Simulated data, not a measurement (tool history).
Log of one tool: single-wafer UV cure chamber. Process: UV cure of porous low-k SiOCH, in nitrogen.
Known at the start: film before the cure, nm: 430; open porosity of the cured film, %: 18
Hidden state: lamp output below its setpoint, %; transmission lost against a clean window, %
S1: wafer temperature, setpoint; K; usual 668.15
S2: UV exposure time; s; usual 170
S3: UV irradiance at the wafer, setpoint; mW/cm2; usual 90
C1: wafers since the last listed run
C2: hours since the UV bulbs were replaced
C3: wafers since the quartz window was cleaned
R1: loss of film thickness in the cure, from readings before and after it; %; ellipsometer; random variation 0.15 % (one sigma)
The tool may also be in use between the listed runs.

Run 1, day 0.000: usual settings; C1 0; C2 565.1; C3 1390. Result: R1 9.420 %.
Run 2, day 1.688: usual settings; C1 459; C2 605.6; C3 1849. Result: R1 9.244 %.
Run 3, day 3.067: usual settings; C1 375; C2 638.7; C3 2225. Result: R1 9.310 %.
At day 8.283: quartz window cleaned.
Run 4, day 9.433: usual settings but S1 664.15 K; C1 1641; C2 791.5; C3 312. Result: R1 9.667 %.
Run 5, day 10.612: usual settings; C1 320; C2 819.8; C3 633. Result: R1 9.326 %.
Run 6, day 12.825: usual settings; C1 602; C2 872.9; C3 1235. Result: R1 9.445 %.
Run 7, day 15.246: usual settings; C1 658; C2 931.0; C3 1894. Result: R1 9.203 %.
Run 8, day 17.879: usual settings but S3 100 mW/cm2; C1 716; C2 994.2; C3 2611. Result: R1 9.558 %.
Run 9, day 19.296: usual settings but S3 100 mW/cm2; C1 385; C2 1028.2; C3 2996. Result: R1 9.534 %.
At day 20.496: quartz window cleaned.
Run 10, day 20.596: usual settings but S3 100 mW/cm2; C1 263; C2 1059.4; C3 27. Result: R1 9.979 %.
Run 11, day 22.488: usual settings; C1 514; C2 1104.8; C3 541. Result: R1 9.313 %.
Run 12, day 24.679: usual settings; C1 596; C2 1157.4; C3 1138. Result: R1 9.490 %.
At day 25.550: UV bulbs replaced.
Run 13, day 26.258: usual settings but S3 60 mW/cm2; C1 339; C2 17.0; C3 1477. Result: R1 7.691 %.
Run 14, day 28.317: usual settings but S1 688.15 K, S2 70 s, S3 70 mW/cm2; C1 560; C2 66.4; C3 2037. Result: R1 4.919 %.
Run 15, day 31.071: usual settings; C1 749; C2 132.5; C3 2787. Result: R1 8.797 %.
At day 33.025: quartz window cleaned.
Run 16, day 33.225: usual settings but S1 686.15 K, S2 135 s, S3 105 mW/cm2; C1 495; C2 184.2; C3 54. Result: R1 9.631 %.
Run 17, day 35.946: usual settings but S2 265 s; C1 740; C2 249.5; C3 795. Result: R1 11.486 %.
Run 18, day 38.771: usual settings but S1 662.15 K, S2 120 s, S3 69 mW/cm2; C1 768; C2 317.3; C3 1563. Result: R1 6.814 %.
Run 19, day 41.283: usual settings but S1 648.15 K, S2 100 s; C1 683; C2 377.6; C3 2247. Result: R1 6.702 %.
At day 43.700: quartz window cleaned.
Run 20, day 43.796: usual settings; C1 593; C2 437.9; C3 26. Result: R1 9.561 %.
Run 21, day 46.212: usual settings but S1 650.15 K, S2 100 s, S3 75 mW/cm2; C1 657; C2 495.9; C3 683. Result: R1 6.113 %.
Run 22, day 49.062: usual settings but S2 260 s, S3 103 mW/cm2; C1 775; C2 564.3; C3 1459. Result: R1 12.046 %.
Run 23, day 51.446: usual settings but S1 657.15 K, S2 215 s, S3 109 mW/cm2; C1 648; C2 621.5; C3 2107. Result: R1 10.983 %.
Run 24, day 52.796: usual settings but S2 225 s, S3 56 mW/cm2; C1 367; C2 653.9; C3 2475. Result: R1 8.314 %.
Run 25, day 55.079: usual settings but S1 663.15 K, S2 105 s, S3 103 mW/cm2; C1 621; C2 708.7; C3 3096. Result: R1 7.296 %.
At day 57.079: quartz window cleaned.
Run 26, day 57.100: usual settings; C1 459; C2 757.2; C3 5. Result: R1 9.336 %.

3 ways to go on from here, each from the tool as it stands after run 26. What would each give?
Run A, day 57.117: usual settings but S2 205 s; C1 4; C2 757.6; C3 10. Result: R1 ?.
Run B, day 57.117: usual settings but S1 649.15 K, S2 120 s, S3 61 mW/cm2; C1 4; C2 757.6; C3 10. Result: R1 ?.
Run C, day 57.117: usual settings but S1 660.15 K, S2 205 s, S3 79 mW/cm2; C1 4; C2 757.6; C3 10. Result: R1 ?.

run      R1
  A  10.803
  B   6.393
  C  10.044
Without the tool's hidden state the same runs would have given:
run      R1
  A  10.854
  B   6.436
  C  10.095
